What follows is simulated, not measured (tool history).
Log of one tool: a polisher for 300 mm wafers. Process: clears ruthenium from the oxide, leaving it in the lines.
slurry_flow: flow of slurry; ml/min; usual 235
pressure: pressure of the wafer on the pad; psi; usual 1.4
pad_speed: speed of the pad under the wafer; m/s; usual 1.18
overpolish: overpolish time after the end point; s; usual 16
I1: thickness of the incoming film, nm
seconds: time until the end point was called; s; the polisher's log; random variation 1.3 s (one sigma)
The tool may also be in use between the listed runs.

Run 1, hour 0: usual settings but overpolish 18 s; I1 69.8. Result: seconds 91.3 s.
At hour 43.8: worn pad replaced by a new one.
Run 2, hour 79.1: usual settings but overpolish 13 s; I1 69.4. Result: seconds 88.5 s.
Run 3, hour 134.6: usual settings; I1 70.2. Result: seconds 91.4 s.
At hour 188.1: worn pad replaced by a new one.
Run 4, hour 188.6: usual settings but overpolish 21 s; I1 71.2. Result: seconds 92.5 s.
Run 5, hour 216: usual settings but slurry_flow 280 ml/min; I1 70.1. Result: seconds 88.8 s.
At hour 219.5: head pressure recalibrated.
Run 6, hour 274.8: usual settings but slurry_flow 280 ml/min; I1 70.9. Result: seconds 91.4 s.
At hour 316.1: slurry nozzle cleaned.
Run 7, hour 316.6: usual settings but slurry_flow 280 ml/min; I1 69.1. Result: seconds 84.5 s.
At hour 330.1: worn pad replaced by a new one.
Run 8, hour 378.4: usual settings but pressure 1 psi, pad_speed 1.32 m/s; I1 71.5. Result: seconds 109.3 s.
Run 9, hour 402.5: usual settings but pressure 1.1 psi; I1 70.6. Result: seconds 109.8 s.
At hour 458.8: worn pad replaced by a new one.
Run 10, hour 461.7: usual settings but slurry_flow 300 ml/min, pressure 1.7 psi, pad_speed 1.04 m/s, overpolish 25 s; I1 69.7. Result: seconds 77.1 s.
Run 11, hour 569.7: usual settings but overpolish 13 s; I1 69.8. Result: seconds 87.6 s.
Run 12, hour 597.7: usual settings but pressure 1.6 psi, overpolish 24 s; I1 70.9. Result: seconds 78.7 s.
At hour 610.7: worn pad replaced by a new one.
Run 13, hour 658.4: usual settings but pad_speed 1.44 m/s, overpolish 21 s; I1 69.4. Result: seconds 69.8 s.
Run 14, hour 707.3: usual settings but pressure 1 psi, pad_speed 0.94 m/s, overpolish 19 s; I1 70.7. Result: seconds 157.5 s.
Run 15, hour 731.4: usual settings but slurry_flow 310 ml/min, pressure 1.8 psi; I1 70.9. Result: seconds 68.7 s.

Forecast each of these 3 alternatives for the next run:
Run A, hour 731.8: usual settings but overpolish 23 s; I1 69.2. Result: seconds ?.
Run B, hour 731.8: usual settings but overpolish 9 s; I1 69.2. Result: seconds ?.
Run C, hour 731.8: usual settings but slurry_flow 280 ml/min, pad_speed 1.04 m/s, overpolish 24 s; I1 69.2. Result: seconds ?.

run  seconds
  A     89.2
  B     89.2
  C     98.6
Without the tool's hidden state the same runs would have given:
run  seconds
  A     86.1
  B     86.1
  C     95.8
